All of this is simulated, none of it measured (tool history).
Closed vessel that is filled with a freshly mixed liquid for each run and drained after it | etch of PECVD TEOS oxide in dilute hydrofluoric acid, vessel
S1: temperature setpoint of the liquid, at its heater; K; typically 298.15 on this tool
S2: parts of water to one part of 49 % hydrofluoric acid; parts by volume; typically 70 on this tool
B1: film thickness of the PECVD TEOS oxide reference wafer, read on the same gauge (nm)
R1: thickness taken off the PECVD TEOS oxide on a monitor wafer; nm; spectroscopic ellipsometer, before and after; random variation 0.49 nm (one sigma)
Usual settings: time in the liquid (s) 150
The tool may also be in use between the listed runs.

run 1 hour=0 | S1=298.15 S2=70 time_in_the_liquid_(s)=150 | B1=110 | R1=45.29
run 2 hour=30.9 | S1=294.65 S2=70 time_in_the_liquid_(s)=150 | B1=110 | R1=38.49
run 3 hour=48 | S1=294.65 S2=70 time_in_the_liquid_(s)=150 | B1=110 | R1=38.74
run 4 hour=76.8 | S1=294.65 S2=70 time_in_the_liquid_(s)=150 | B1=110.01 | R1=38.85
run 5 hour=151.9 | S1=298.15 S2=70 time_in_the_liquid_(s)=150 | B1=110.02 | R1=43.98
run 6 hour=166.1 | S1=298.15 S2=70 time_in_the_liquid_(s)=150 | B1=109.98 | R1=44.25
run 7 hour=263.6 | S1=298.15 S2=70 time_in_the_liquid_(s)=150 | B1=109.99 | R1=43.97
run 8 hour=279.3 | S1=298.15 S2=70 time_in_the_liquid_(s)=150 | B1=109.97 | R1=44.2
run 9 hour=303.7 | S1=298.15 S2=70 time_in_the_liquid_(s)=150 | B1=110 | R1=43.69
run 10 hour=323 | S1=298.15 S2=70 time_in_the_liquid_(s)=150 | B1=110 | R1=44.07
run 11 hour=340.1 | S1=298.15 S2=70 time_in_the_liquid_(s)=150 | B1=109.98 | R1=43.76
run 12 hour=358.1 | S1=298.15 S2=70 time_in_the_liquid_(s)=150 | B1=110.01 | R1=43.77
run 13 hour=377.8 | S1=298.15 S2=70 time_in_the_liquid_(s)=150 | B1=110.04 | R1=43.11
-- hour=402.9 hydrofluoric acid flow meter replaced
run 14 hour=408 | S1=299.65 S2=70 time_in_the_liquid_(s)=150 | B1=110.03 | R1=53.3
run 15 hour=433.1 | S1=299.65 S2=70 time_in_the_liquid_(s)=150 | B1=109.98 | R1=53.01
run 16 hour=459.5 | S1=294.15 S2=85 time_in_the_liquid_(s)=185 | B1=110.03 | R1=41.85
run 17 hour=475.7 | S1=298.15 S2=70 time_in_the_liquid_(s)=150 | B1=110.02 | R1=48.81
run 18 hour=510.5 | S1=294.65 S2=70 time_in_the_liquid_(s)=150 | B1=110.04 | R1=42.57
run 19 hour=557.2 | S1=298.15 S2=70 time_in_the_liquid_(s)=150 | B1=109.99 | R1=49.08
run 20 hour=569.7 | S1=298.15 S2=95 time_in_the_liquid_(s)=180 | B1=110.01 | R1=41.77
run 21 hour=601.7 | S1=298.15 S2=70 time_in_the_liquid_(s)=150 | B1=109.99 | R1=49.34
run 22 hour=615 | S1=298.15 S2=80 time_in_the_liquid_(s)=85 | B1=110.01 | R1=24.04
run 23 hour=637.4 | S1=298.15 S2=70 time_in_the_liquid_(s)=150 | B1=110.02 | R1=48.67
run 24 hour=659.4 | S1=300.65 S2=100 time_in_the_liquid_(s)=225 | B1=110.02 | R1=54.72
-- hour=676.2 gauge calibrated
run 25 hour=683.9 | S1=293.65 S2=35 time_in_the_liquid_(s)=60 | B1=109.99 | R1=33.81
run 26 hour=715.7 | S1=298.15 S2=70 time_in_the_liquid_(s)=150 | B1=109.96 | R1=49.5
-- hour=722.1 thermometer replaced
run 27 hour=730 | S1=293.65 S2=95 time_in_the_liquid_(s)=65 | B1=110 | R1=12.35
run 28 hour=773.2 | S1=298.15 S2=70 time_in_the_liquid_(s)=230 | B1=110 | R1=75.64
run 29 hour=865.5 | S1=294.65 S2=80 time_in_the_liquid_(s)=120 | B1=110.01 | R1=29.09
run 30 hour=879.5 | S1=296.15 S2=70 time_in_the_liquid_(s)=150 | B1=110.02 | R1=45.11
run 31 hour=912.4 | S1=298.15 S2=95 time_in_the_liquid_(s)=210 | B1=109.95 | R1=47.72

What was the tool's hidden state at every run in the log?
liquid hotter than its thermometer reads (K): 0 across all the runs
gauge reads high (%): 0 across all the runs
H1: hydrofluoric acid flow below the setpoint (%)
run=1 H1=9.56
run=2 H1=9.77
run=3 H1=9.89
run=4 H1=10.1
run=5 H1=10.6
run=6 H1=10.7
run=7 H1=11.4
run=8 H1=11.5
run=9 H1=11.6
run=10 H1=11.8
run=11 H1=11.9
run=12 H1=12
run=13 H1=12.1
run=14 H1=0.908
run=15 H1=1.08
run=16 H1=1.26
run=17 H1=1.37
run=18 H1=1.61
run=19 H1=1.93
run=20 H1=2.01
run=21 H1=2.23
run=22 H1=2.32
run=23 H1=2.47
run=24 H1=2.62
run=25 H1=2.79
run=26 H1=3.01
run=27 H1=3.11
run=28 H1=3.4
run=29 H1=4.03
run=30 H1=4.13
run=31 H1=4.35

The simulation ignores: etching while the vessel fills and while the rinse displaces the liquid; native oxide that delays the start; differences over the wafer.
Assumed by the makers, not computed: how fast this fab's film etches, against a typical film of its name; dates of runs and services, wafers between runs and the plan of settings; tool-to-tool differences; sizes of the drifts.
